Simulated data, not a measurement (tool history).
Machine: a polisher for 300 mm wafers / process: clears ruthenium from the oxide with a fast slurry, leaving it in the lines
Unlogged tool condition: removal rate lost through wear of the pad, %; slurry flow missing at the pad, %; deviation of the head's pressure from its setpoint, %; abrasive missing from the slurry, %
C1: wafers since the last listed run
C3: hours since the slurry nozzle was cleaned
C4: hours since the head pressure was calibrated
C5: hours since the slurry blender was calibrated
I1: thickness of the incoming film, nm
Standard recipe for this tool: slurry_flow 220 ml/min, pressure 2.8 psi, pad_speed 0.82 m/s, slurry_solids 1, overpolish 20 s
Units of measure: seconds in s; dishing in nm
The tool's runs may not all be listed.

run 1 hour=0 | slurry_flow=220 pressure=2.8 pad_speed=0.82 slurry_solids=1 overpolish=20 | C1=0 wafers_polished_on_this_pad=651 C3=189.7 C4=851.2 C5=244.3 | I1=202.7 | seconds=72.5 dishing=41.5
-- hour=7.3 slurry blender recalibrated
run 2 hour=14.6 | slurry_flow=220 pressure=3.4 pad_speed=0.82 slurry_solids=1 overpolish=20 | C1=138 wafers_polished_on_this_pad=789 C3=204.3 C4=865.8 C5=7.3 | I1=201.1 | seconds=56.1 dishing=52.2
-- hour=22.3 slurry nozzle cleaned
run 3 hour=28.6 | slurry_flow=220 pressure=3.4 pad_speed=0.82 slurry_solids=1 overpolish=20 | C1=142 wafers_polished_on_this_pad=932 C3=6.3 C4=879.8 C5=21.3 | I1=200.4 | seconds=52.9 dishing=52.9
-- hour=47.5 worn pad replaced by a new one
run 4 hour=48 | slurry_flow=190 pressure=2.8 pad_speed=0.82 slurry_solids=1 overpolish=20 | C1=168 wafers_polished_on_this_pad=5 C3=25.7 C4=899.2 C5=40.7 | I1=196.2 | seconds=56.1 dishing=49.3
run 5 hour=55.8 | slurry_flow=190 pressure=2.8 pad_speed=0.82 slurry_solids=1 overpolish=20 | C1=85 wafers_polished_on_this_pad=90 C3=33.5 C4=907 C5=48.5 | I1=199.2 | seconds=59.2 dishing=47.8
run 6 hour=62.6 | slurry_flow=190 pressure=2.8 pad_speed=0.82 slurry_solids=1 overpolish=20 | C1=74 wafers_polished_on_this_pad=165 C3=40.3 C4=913.8 C5=55.3 | I1=201.8 | seconds=62 dishing=47.5
run 7 hour=69.6 | slurry_flow=220 pressure=3.2 pad_speed=0.82 slurry_solids=1.15 overpolish=20 | C1=76 wafers_polished_on_this_pad=241 C3=47.3 C4=920.8 C5=62.3 | I1=201.7 | seconds=50.3 dishing=56.5
run 8 hour=80 | slurry_flow=220 pressure=3.2 pad_speed=0.82 slurry_solids=1.15 overpolish=20 | C1=113 wafers_polished_on_this_pad=355 C3=57.7 C4=931.2 C5=72.7 | I1=199.9 | seconds=50.5 dishing=55.2
run 9 hour=87.4 | slurry_flow=220 pressure=2.8 pad_speed=0.82 slurry_solids=1 overpolish=20 | C1=81 wafers_polished_on_this_pad=436 C3=65.1 C4=938.6 C5=80.1 | I1=201.1 | seconds=62.8 dishing=47.1
run 10 hour=99.1 | slurry_flow=220 pressure=2.8 pad_speed=0.82 slurry_solids=1 overpolish=20 | C1=128 wafers_polished_on_this_pad=564 C3=76.8 C4=950.3 C5=91.8 | I1=201.6 | seconds=61.9 dishing=46.3
run 11 hour=110.3 | slurry_flow=165 pressure=2.8 pad_speed=0.82 slurry_solids=1 overpolish=20 | C1=122 wafers_polished_on_this_pad=687 C3=88 C4=961.5 C5=103 | I1=200.5 | seconds=64.7 dishing=44.6
run 12 hour=121.8 | slurry_flow=165 pressure=2.8 pad_speed=0.82 slurry_solids=1 overpolish=20 | C1=125 wafers_polished_on_this_pad=813 C3=99.5 C4=973 C5=114.5 | I1=198.6 | seconds=67.5 dishing=43.7
run 13 hour=135.6 | slurry_flow=220 pressure=2.8 pad_speed=0.96 slurry_solids=1 overpolish=23 | C1=151 wafers_polished_on_this_pad=964 C3=113.3 C4=986.8 C5=128.3 | I1=200.1 | seconds=57.2 dishing=55.5
run 14 hour=143 | slurry_flow=220 pressure=2.8 pad_speed=0.82 slurry_solids=1 overpolish=20 | C1=81 wafers_polished_on_this_pad=1045 C3=120.7 C4=994.2 C5=135.7 | I1=199.8 | seconds=65.5 dishing=44.5
-- hour=156.9 worn pad replaced by a new one
run 15 hour=157.4 | slurry_flow=220 pressure=2.8 pad_speed=0.82 slurry_solids=1 overpolish=20 | C1=113 wafers_polished_on_this_pad=5 C3=135.1 C4=1008.6 C5=150.1 | I1=199.9 | seconds=60.5 dishing=48.6
run 16 hour=172.8 | slurry_flow=280 pressure=2.3 pad_speed=0.74 slurry_solids=1 overpolish=20 | C1=168 wafers_polished_on_this_pad=174 C3=150.5 C4=1024 C5=165.5 | I1=201.2 | seconds=79.7 dishing=38.9
run 17 hour=186.9 | slurry_flow=220 pressure=2.2 pad_speed=0.82 slurry_solids=1 overpolish=20 | C1=154 wafers_polished_on_this_pad=328 C3=164.6 C4=1038.1 C5=179.6 | I1=201.8 | seconds=81.4 dishing=37.7
run 18 hour=193.6 | slurry_flow=220 pressure=2.8 pad_speed=0.82 slurry_solids=1 overpolish=20 | C1=73 wafers_polished_on_this_pad=401 C3=171.3 C4=1044.8 C5=186.3 | I1=196.8 | seconds=64.7 dishing=44.3
-- hour=203.5 head pressure recalibrated
run 19 hour=205.3 | slurry_flow=220 pressure=2.8 pad_speed=0.82 slurry_solids=1 overpolish=20 | C1=106 wafers_polished_on_this_pad=508 C3=183 C4=1.8 C5=198 | I1=198.1 | seconds=66.6 dishing=43.3
run 20 hour=221.8 | slurry_flow=220 pressure=2.8 pad_speed=0.82 slurry_solids=1 overpolish=26 | C1=180 wafers_polished_on_this_pad=688 C3=199.5 C4=18.3 C5=214.5 | I1=198.4 | seconds=69.8 dishing=53.1
run 21 hour=230.5 | slurry_flow=220 pressure=2.8 pad_speed=0.82 slurry_solids=1 overpolish=27 | C1=95 wafers_polished_on_this_pad=784 C3=208.2 C4=27 C5=223.2 | I1=201.2 | seconds=70 dishing=53
-- hour=251.5 slurry nozzle cleaned
-- hour=254.6 worn pad replaced by a new one
run 22 hour=255.1 | slurry_flow=185 pressure=2.8 pad_speed=0.82 slurry_solids=1 overpolish=20 | C1=224 wafers_polished_on_this_pad=5 C3=3.6 C4=51.6 C5=247.8 | I1=198.7 | seconds=64.9 dishing=45
run 23 hour=270.7 | slurry_flow=150 pressure=1.9 pad_speed=1 slurry_solids=1 overpolish=20 | C1=170 wafers_polished_on_this_pad=176 C3=19.2 C4=67.2 C5=263.4 | I1=202.9 | seconds=86.7 dishing=35.9
-- hour=273.8 slurry blender recalibrated
run 24 hour=288.4 | slurry_flow=220 pressure=2.8 pad_speed=0.82 slurry_solids=1 overpolish=20 | C1=172 wafers_polished_on_this_pad=348 C3=36.9 C4=84.9 C5=14.6 | I1=196.9 | seconds=61.6 dishing=46.2
run 25 hour=300.5 | slurry_flow=220 pressure=3.6 pad_speed=0.82 slurry_solids=1 overpolish=20 | C1=132 wafers_polished_on_this_pad=481 C3=49 C4=97 C5=26.7 | I1=196.9 | seconds=50 dishing=54.5
run 26 hour=317.4 | slurry_flow=280 pressure=2.8 pad_speed=0.82 slurry_solids=1 overpolish=20 | C1=185 wafers_polished_on_this_pad=666 C3=65.9 C4=113.9 C5=43.6 | I1=198.9 | seconds=62.4 dishing=46.2
run 27 hour=331 | slurry_flow=220 pressure=2.8 pad_speed=0.82 slurry_solids=1 overpolish=20 | C1=149 wafers_polished_on_this_pad=815 C3=79.5 C4=127.5 C5=57.2 | I1=201.7 | seconds=65.4 dishing=46.3
run 28 hour=342 | slurry_flow=220 pressure=3.4 pad_speed=0.82 slurry_solids=1 overpolish=20 | C1=120 wafers_polished_on_this_pad=936 C3=90.5 C4=138.5 C5=68.2 | I1=199.2 | seconds=55.9 dishing=50.8
-- hour=360.8 worn pad replaced by a new one
run 29 hour=379.3 | slurry_flow=260 pressure=1.9 pad_speed=0.54 slurry_solids=0.9 overpolish=20 | C1=364 wafers_polished_on_this_pad=202 C3=127.8 C4=175.8 C5=105.5 | I1=198.4 | seconds=127.4 dishing=25.8

List, for all runs, the conditions of the tool that the log does not record:
slurry flow missing at the pad, %: 0 on each run
deviation of the head's pressure from its setpoint, %: 0 on each run
H1: removal rate lost through wear of the pad, %
H2: abrasive missing from the slurry, %
run=1 H1=12 H2=17.1
run=2 H1=12.7 H2=1.17
run=3 H1=13.2 H2=1.26
run=4 H1=0.815 H2=1.53
run=5 H1=3.4 H2=1.69
run=6 H1=5.22 H2=1.85
run=7 H1=6.74 H2=2.04
run=8 H1=8.48 H2=2.36
run=9 H1=9.43 H2=2.62
run=10 H1=10.6 H2=3.08
run=11 H1=11.3 H2=3.58
run=12 H1=11.9 H2=4.15
run=13 H1=12.4 H2=4.92
run=14 H1=12.5 H2=5.36
run=15 H1=2.42 H2=6.3
run=16 H1=7.01 H2=7.41
run=17 H1=9.71 H2=8.52
run=18 H1=10.6 H2=9.08
run=19 H1=11.9 H2=10.1
run=20 H1=13.1 H2=11.7
run=21 H1=13.5 H2=12.5
run=22 H1=2.46 H2=15.2
run=23 H1=7.09 H2=17
run=24 H1=10.3 H2=2.7
run=25 H1=11.7 H2=2.81
run=26 H1=13 H2=3.08
run=27 H1=13.6 H2=3.39
run=28 H1=14 H2=3.71
run=29 H1=5.43 H2=5.19
